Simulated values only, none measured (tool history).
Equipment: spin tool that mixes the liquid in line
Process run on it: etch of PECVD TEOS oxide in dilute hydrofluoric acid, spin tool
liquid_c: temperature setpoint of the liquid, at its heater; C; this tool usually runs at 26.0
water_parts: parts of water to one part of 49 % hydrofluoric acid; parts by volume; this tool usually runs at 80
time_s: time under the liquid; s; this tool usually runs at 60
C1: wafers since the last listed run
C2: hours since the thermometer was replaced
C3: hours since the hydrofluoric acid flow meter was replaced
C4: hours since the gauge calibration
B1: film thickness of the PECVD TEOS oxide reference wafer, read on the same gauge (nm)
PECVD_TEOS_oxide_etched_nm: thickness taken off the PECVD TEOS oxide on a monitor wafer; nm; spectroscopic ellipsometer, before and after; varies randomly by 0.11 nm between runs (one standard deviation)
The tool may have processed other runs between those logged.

Run 1, hour 0.0: usual settings but liquid_c 29.5 C; C1 0; C2 936.9; C3 1187.0; C4 129.5; B1 49.99. Result: PECVD_TEOS_oxide_etched_nm 16.85 nm.
Run 2, hour 42.2: usual settings but water_parts 110 parts by volume; C1 691; C2 979.1; C3 1229.2; C4 171.7; B1 50.01. Result: PECVD_TEOS_oxide_etched_nm 10.22 nm.
Run 3, hour 81.5: usual settings; C1 643; C2 1018.4; C3 1268.5; C4 211.0; B1 50.03. Result: PECVD_TEOS_oxide_etched_nm 14.93 nm.
Run 4, hour 133.5: usual settings; C1 851; C2 1070.4; C3 1320.5; C4 263.0; B1 50.00. Result: PECVD_TEOS_oxide_etched_nm 14.93 nm.
Run 5, hour 178.4: usual settings; C1 735; C2 1115.3; C3 1365.4; C4 307.9; B1 50.00. Result: PECVD_TEOS_oxide_etched_nm 14.98 nm.
Run 6, hour 207.4: usual settings but liquid_c 30.0 C; C1 474; C2 1144.3; C3 1394.4; C4 336.9; B1 50.00. Result: PECVD_TEOS_oxide_etched_nm 17.14 nm.
At hour 246.7: thermometer replaced.
Run 7, hour 248.9: usual settings but water_parts 50 parts by volume, time_s 75 s; C1 663; C2 2.2; C3 1435.9; C4 378.4; B1 50.00. Result: PECVD_TEOS_oxide_etched_nm 31.25 nm.
Run 8, hour 283.8: usual settings but water_parts 50 parts by volume, time_s 75 s; C1 571; C2 37.1; C3 1470.8; C4 413.3; B1 49.98. Result: PECVD_TEOS_oxide_etched_nm 31.11 nm.
Run 9, hour 349.1: usual settings but liquid_c 29.5 C; C1 1069; C2 102.4; C3 1536.1; C4 478.6; B1 50.00. Result: PECVD_TEOS_oxide_etched_nm 17.20 nm.
Run 10, hour 395.8: usual settings but liquid_c 28.0 C, water_parts 50 parts by volume; C1 764; C2 149.1; C3 1582.8; C4 525.3; B1 50.02. Result: PECVD_TEOS_oxide_etched_nm 26.72 nm.
At hour 533.1: gauge calibrated.
Run 11, hour 558.5: usual settings but water_parts 100 parts by volume, time_s 30 s; C1 2664; C2 311.8; C3 1745.5; C4 25.4; B1 50.02. Result: PECVD_TEOS_oxide_etched_nm 5.91 nm.
Run 12, hour 590.9: usual settings but liquid_c 22.0 C, water_parts 110 parts by volume; C1 530; C2 344.2; C3 1777.9; C4 57.8; B1 50.01. Result: PECVD_TEOS_oxide_etched_nm 8.98 nm.
At hour 593.7: hydrofluoric acid flow meter replaced.
Run 13, hour 616.0: usual settings; C1 394; C2 369.3; C3 22.3; C4 82.9; B1 50.00. Result: PECVD_TEOS_oxide_etched_nm 14.23 nm.
Run 14, hour 651.9: usual settings but liquid_c 21.5 C; C1 587; C2 405.2; C3 58.2; C4 118.8; B1 50.01. Result: PECVD_TEOS_oxide_etched_nm 11.85 nm.
Run 15, hour 723.0: usual settings but liquid_c 22.0 C, time_s 80 s; C1 1164; C2 476.3; C3 129.3; C4 189.9; B1 50.00. Result: PECVD_TEOS_oxide_etched_nm 16.27 nm.
Run 16, hour 774.4: usual settings but liquid_c 27.5 C, water_parts 50 parts by volume, time_s 30 s; C1 841; C2 527.7; C3 180.7; C4 241.3; B1 49.96. Result: PECVD_TEOS_oxide_etched_nm 12.99 nm.

For each run, the measured value with the value that run would have given without the tool's hidden condition subtracted. The run-to-run variation is shared by both, the gauge scatter possibly not:
Hidden state at play: liquid hotter than its thermometer reads (K); hydrofluoric acid flow above the setpoint (%); gauge reads high (%).
run  PECVD_TEOS_oxide_etched_nm
  1                       +0.85
  2                       +0.54
  3                       +0.80
  4                       +0.82
  5                       +0.85
  6                       +1.00
  7                       +1.80
  8                       +1.83
  9                       +1.09
 10                       +1.69
 11                       +0.43
 12                       +0.66
 13                       +0.27
 14                       +0.23
 15                       +0.37
 16                       +0.32

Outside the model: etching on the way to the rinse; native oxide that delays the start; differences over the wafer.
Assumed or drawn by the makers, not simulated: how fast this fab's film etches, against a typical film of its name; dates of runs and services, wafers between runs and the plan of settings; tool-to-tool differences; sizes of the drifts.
